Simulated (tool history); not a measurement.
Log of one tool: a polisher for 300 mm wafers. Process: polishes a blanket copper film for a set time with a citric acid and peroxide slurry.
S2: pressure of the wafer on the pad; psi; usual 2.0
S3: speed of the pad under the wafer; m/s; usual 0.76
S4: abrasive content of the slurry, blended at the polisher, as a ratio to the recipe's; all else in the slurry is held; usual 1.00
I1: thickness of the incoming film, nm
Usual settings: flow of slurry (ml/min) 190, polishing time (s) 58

run 1 day=0.000 | flow_of_slurry_(ml/min)=190 S2=2.0 S3=0.76 S4=1.00 polishing_time_(s)=58 | I1=1055.3 | film_removed_(nm)=73.2
-- day=2.354 worn pad replaced by a new one
-- day=2.779 slurry nozzle cleaned
run 2 day=3.262 | flow_of_slurry_(ml/min)=190 S2=2.0 S3=0.76 S4=1.00 polishing_time_(s)=58 | I1=1029.0 | film_removed_(nm)=75.5
run 3 day=7.529 | flow_of_slurry_(ml/min)=230 S2=2.0 S3=0.76 S4=1.00 polishing_time_(s)=43 | I1=1038.7 | film_removed_(nm)=56.8
-- day=11.779 worn pad replaced by a new one
-- day=12.267 head pressure recalibrated
-- day=12.700 slurry blender recalibrated
run 4 day=20.492 | flow_of_slurry_(ml/min)=190 S2=2.0 S3=0.76 S4=1.00 polishing_time_(s)=53 | I1=1051.3 | film_removed_(nm)=68.5
-- day=21.025 worn pad replaced by a new one
-- day=22.412 slurry nozzle cleaned
-- day=23.717 slurry blender recalibrated
run 5 day=23.921 | flow_of_slurry_(ml/min)=190 S2=2.0 S3=0.76 S4=1.00 polishing_time_(s)=53 | I1=1042.9 | film_removed_(nm)=69.2
run 6 day=27.442 | flow_of_slurry_(ml/min)=190 S2=2.0 S3=0.76 S4=1.00 polishing_time_(s)=53 | I1=1026.5 | film_removed_(nm)=67.6
run 7 day=29.529 | flow_of_slurry_(ml/min)=190 S2=2.0 S3=0.76 S4=1.00 polishing_time_(s)=58 | I1=1061.9 | film_removed_(nm)=75.7
-- day=31.983 worn pad replaced by a new one
run 8 day=33.796 | flow_of_slurry_(ml/min)=225 S2=2.0 S3=0.76 S4=0.75 polishing_time_(s)=58 | I1=1023.6 | film_removed_(nm)=70.1
-- day=35.367 head pressure recalibrated
-- day=35.988 slurry blender recalibrated
run 9 day=36.788 | flow_of_slurry_(ml/min)=190 S2=1.6 S3=0.76 S4=1.00 polishing_time_(s)=72 | I1=1038.1 | film_removed_(nm)=82.6
run 10 day=38.329 | flow_of_slurry_(ml/min)=190 S2=2.0 S3=0.76 S4=1.00 polishing_time_(s)=58 | I1=1041.1 | film_removed_(nm)=73.8
run 11 day=41.358 | flow_of_slurry_(ml/min)=190 S2=2.0 S3=0.64 S4=1.15 polishing_time_(s)=58 | I1=1050.2 | film_removed_(nm)=64.0
-- day=42.938 worn pad replaced by a new one
-- day=43.483 slurry nozzle cleaned
run 12 day=44.329 | flow_of_slurry_(ml/min)=215 S2=2.0 S3=0.76 S4=0.85 polishing_time_(s)=58 | I1=1052.6 | film_removed_(nm)=75.2
run 13 day=47.242 | flow_of_slurry_(ml/min)=130 S2=1.5 S3=0.54 S4=1.30 polishing_time_(s)=58 | I1=1041.2 | film_removed_(nm)=46.5
run 14 day=48.896 | flow_of_slurry_(ml/min)=190 S2=2.0 S3=0.76 S4=1.00 polishing_time_(s)=58 | I1=1038.6 | film_removed_(nm)=73.8
-- day=49.533 slurry blender recalibrated
run 15 day=52.546 | flow_of_slurry_(ml/min)=190 S2=2.0 S3=0.76 S4=1.25 polishing_time_(s)=58 | I1=1023.5 | film_removed_(nm)=76.9

3 ways to go on from here, each from the tool as it stands after run 15. What would each give?
run A day=52.562 | flow_of_slurry_(ml/min)=190 S2=2.0 S3=0.54 S4=1.00 polishing_time_(s)=58 | I1=1044.8 | film_removed_(nm)=?
run B day=52.562 | flow_of_slurry_(ml/min)=190 S2=2.0 S3=0.76 S4=0.90 polishing_time_(s)=58 | I1=1044.8 | film_removed_(nm)=?
run C day=52.562 | flow_of_slurry_(ml/min)=215 S2=1.7 S3=0.92 S4=1.00 polishing_time_(s)=58 | I1=1044.8 | film_removed_(nm)=?

run=A film_removed_(nm)=53.1
run=B film_removed_(nm)=71.6
run=C film_removed_(nm)=81.8
Without the tool's hidden state the same runs would have given:
run=A film_removed_(nm)=57.7
run=B film_removed_(nm)=78.0
run=C film_removed_(nm)=89.0

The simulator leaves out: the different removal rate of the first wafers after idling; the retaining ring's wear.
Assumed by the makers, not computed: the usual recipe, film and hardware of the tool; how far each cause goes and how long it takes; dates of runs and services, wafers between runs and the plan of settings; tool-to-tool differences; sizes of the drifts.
